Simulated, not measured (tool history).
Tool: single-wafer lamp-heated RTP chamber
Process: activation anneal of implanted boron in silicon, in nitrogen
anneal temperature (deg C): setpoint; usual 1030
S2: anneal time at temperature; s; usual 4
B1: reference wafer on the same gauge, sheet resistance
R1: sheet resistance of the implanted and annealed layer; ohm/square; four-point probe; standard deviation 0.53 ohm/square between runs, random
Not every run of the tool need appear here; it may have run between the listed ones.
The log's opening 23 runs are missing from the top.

run 24 hour=1306.4 | anneal_temperature_(deg_C)=1030 S2=4 | B1=94.14 | R1=97.93
run 25 hour=1367.3 | anneal_temperature_(deg_C)=1010 S2=6 | B1=94.14 | R1=102.16
-- hour=1444.3 reflector plate cleaned
run 26 hour=1444.8 | anneal_temperature_(deg_C)=1030 S2=4 | B1=94.16 | R1=98.06
run 27 hour=1479.4 | anneal_temperature_(deg_C)=1030 S2=4 | B1=94.29 | R1=98.39
-- hour=1497.2 pyrometer window cleaned and pyrometer calibrated
run 28 hour=1524.2 | anneal_temperature_(deg_C)=1049 S2=5 | B1=94.31 | R1=96.63
run 29 hour=1584.6 | anneal_temperature_(deg_C)=1056 S2=4 | B1=94.26 | R1=95.17
run 30 hour=1634.4 | anneal_temperature_(deg_C)=1043 S2=3 | B1=94.19 | R1=96.90
run 31 hour=1667.1 | anneal_temperature_(deg_C)=1047 S2=6 | B1=94.17 | R1=95.43
run 32 hour=1716.9 | anneal_temperature_(deg_C)=1042 S2=5 | B1=94.19 | R1=96.73
run 33 hour=1753.8 | anneal_temperature_(deg_C)=1038 S2=4 | B1=94.36 | R1=97.16
-- hour=1794.1 reflector plate cleaned
run 34 hour=1802.7 | anneal_temperature_(deg_C)=1030 S2=4 | B1=94.24 | R1=97.33
run 35 hour=1828.4 | anneal_temperature_(deg_C)=1003 S2=4 | B1=94.20 | R1=105.57
run 36 hour=1861.6 | anneal_temperature_(deg_C)=1054 S2=3 | B1=94.21 | R1=96.60

Predict each of these 4 candidate next runs independently; none follows another, all start after run 36:
run A hour=1862.0 | anneal_temperature_(deg_C)=1030 S2=4 | B1=? | R1=?
run B hour=1862.0 | anneal_temperature_(deg_C)=1015 S2=3 | B1=? | R1=?
run C hour=1862.0 | anneal_temperature_(deg_C)=1053 S2=4 | B1=? | R1=?
run D hour=1862.0 | anneal_temperature_(deg_C)=1022 S2=3 | B1=? | R1=?

run=A B1=94.20 R1=98.18
run=B B1=94.20 R1=101.48
run=C B1=94.20 R1=96.03
run=D B1=94.20 R1=99.90
Without the tool's hidden state the same runs would have given:
run=A R1=98.18
run=B R1=101.48
run=C R1=96.03
run=D R1=99.90

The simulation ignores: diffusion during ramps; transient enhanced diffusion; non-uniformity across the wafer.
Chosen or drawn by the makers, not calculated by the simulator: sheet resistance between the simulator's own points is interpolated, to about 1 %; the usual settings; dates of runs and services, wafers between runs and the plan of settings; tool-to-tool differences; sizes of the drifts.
